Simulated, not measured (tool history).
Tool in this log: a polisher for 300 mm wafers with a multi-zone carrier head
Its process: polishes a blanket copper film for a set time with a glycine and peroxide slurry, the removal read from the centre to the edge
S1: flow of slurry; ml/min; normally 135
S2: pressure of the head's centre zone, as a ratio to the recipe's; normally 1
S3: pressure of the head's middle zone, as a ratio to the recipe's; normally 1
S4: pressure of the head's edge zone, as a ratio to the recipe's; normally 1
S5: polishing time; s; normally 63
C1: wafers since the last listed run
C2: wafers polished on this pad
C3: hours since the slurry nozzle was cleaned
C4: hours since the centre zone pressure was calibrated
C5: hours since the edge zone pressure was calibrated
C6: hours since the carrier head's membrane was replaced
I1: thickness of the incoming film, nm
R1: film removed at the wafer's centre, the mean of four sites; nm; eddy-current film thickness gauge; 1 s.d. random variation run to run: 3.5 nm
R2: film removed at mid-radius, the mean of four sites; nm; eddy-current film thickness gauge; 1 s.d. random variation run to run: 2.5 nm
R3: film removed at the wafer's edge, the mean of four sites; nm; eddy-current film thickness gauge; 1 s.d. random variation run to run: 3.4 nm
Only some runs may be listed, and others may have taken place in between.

run 1 hour=0 | S1=135 S2=0.94 S3=1 S4=1 S5=63 | C1=0 C2=912 C3=274.9 C4=29.8 C5=330.9 C6=1093 | I1=1956.9 | R1=302.2 R2=318.3 R3=312.5
-- hour=33.4 carrier head's membrane replaced by a new one
run 2 hour=36.8 | S1=135 S2=1 S3=1 S4=1 S5=63 | C1=188 C2=1100 C3=311.7 C4=66.6 C5=367.7 C6=3.4 | I1=1973.4 | R1=309.2 R2=315.7 R3=318.8
run 3 hour=68.2 | S1=135 S2=1 S3=0.91 S4=1 S5=63 | C1=185 C2=1286 C3=343.1 C4=98 C5=399.1 C6=34.8 | I1=1968.1 | R1=315.2 R2=293.7 R3=318.4
-- hour=112.9 slurry nozzle cleaned
run 4 hour=127 | S1=135 S2=1 S3=1 S4=0.92 S5=63 | C1=342 C2=1628 C3=14.1 C4=156.8 C5=457.9 C6=93.6 | I1=2003.8 | R1=304.6 R2=317.9 R3=307.7
run 5 hour=180.5 | S1=135 S2=1 S3=1 S4=1 S5=63 | C1=316 C2=1945 C3=67.6 C4=210.3 C5=511.4 C6=147.1 | I1=2009.2 | R1=304.4 R2=314.9 R3=318.6
-- hour=195 worn pad replaced by a new one
run 6 hour=217.9 | S1=110 S2=1 S3=1.05 S4=0.93 S5=63 | C1=197 C2=135 C3=105 C4=247.7 C5=548.8 C6=184.5 | I1=1987.4 | R1=288.6 R2=315.8 R3=300.7
run 7 hour=287.3 | S1=135 S2=1 S3=1 S4=1 S5=63 | C1=410 C2=546 C3=174.4 C4=317.1 C5=618.2 C6=253.9 | I1=2019.1 | R1=302.9 R2=313.3 R3=324.2
run 8 hour=358.8 | S1=135 S2=0.96 S3=1 S4=1.09 S5=63 | C1=423 C2=969 C3=245.9 C4=388.6 C5=689.7 C6=325.4 | I1=1940.7 | R1=298.1 R2=311.1 R3=327.5
run 9 hour=409.7 | S1=135 S2=1.09 S3=1 S4=0.97 S5=45 | C1=301 C2=1270 C3=296.8 C4=439.5 C5=740.6 C6=376.3 | I1=1993.6 | R1=227.8 R2=222.1 R3=228.4
run 10 hour=476.2 | S1=135 S2=0.93 S3=0.91 S4=1.04 S5=75 | C1=393 C2=1664 C3=363.3 C4=506 C5=807.1 C6=442.8 | I1=1963.6 | R1=330.9 R2=354 R3=382.4
-- hour=489.4 slurry nozzle cleaned
run 11 hour=504.5 | S1=170 S2=1 S3=1.09 S4=1 S5=69 | C1=161 C2=1825 C3=15.1 C4=534.3 C5=835.4 C6=471.1 | I1=2015 | R1=335.9 R2=388.3 R3=353.1
run 12 hour=566.3 | S1=135 S2=1.07 S3=1 S4=1 S5=63 | C1=365 C2=2191 C3=76.9 C4=596.1 C5=897.2 C6=532.9 | I1=1958.6 | R1=306.1 R2=318.3 R3=313.8
run 13 hour=626.9 | S1=135 S2=1 S3=1.05 S4=1 S5=63 | C1=358 C2=2550 C3=137.5 C4=656.7 C5=957.8 C6=593.5 | I1=2000.3 | R1=293.9 R2=326.2 R3=322.4

The next listed run, before its measurement:
-- hour=644 worn pad replaced by a new one
run 14 hour=659.4 | S1=135 S2=1 S3=1.05 S4=0.91 S5=70 | C1=168 C2=91 C3=170 C4=689.2 C5=990.3 C6=626 | I1=1983 | R1=? R2=? R3=?

{"run 14": {"R1": 330.1, "R2": 367.8, "R3": 344.1}}
Were there no unlogged condition in the tool, this run, its random variation unchanged, would have produced R1 360.4 nm, R2 367.6 nm, R3 344.1 nm.
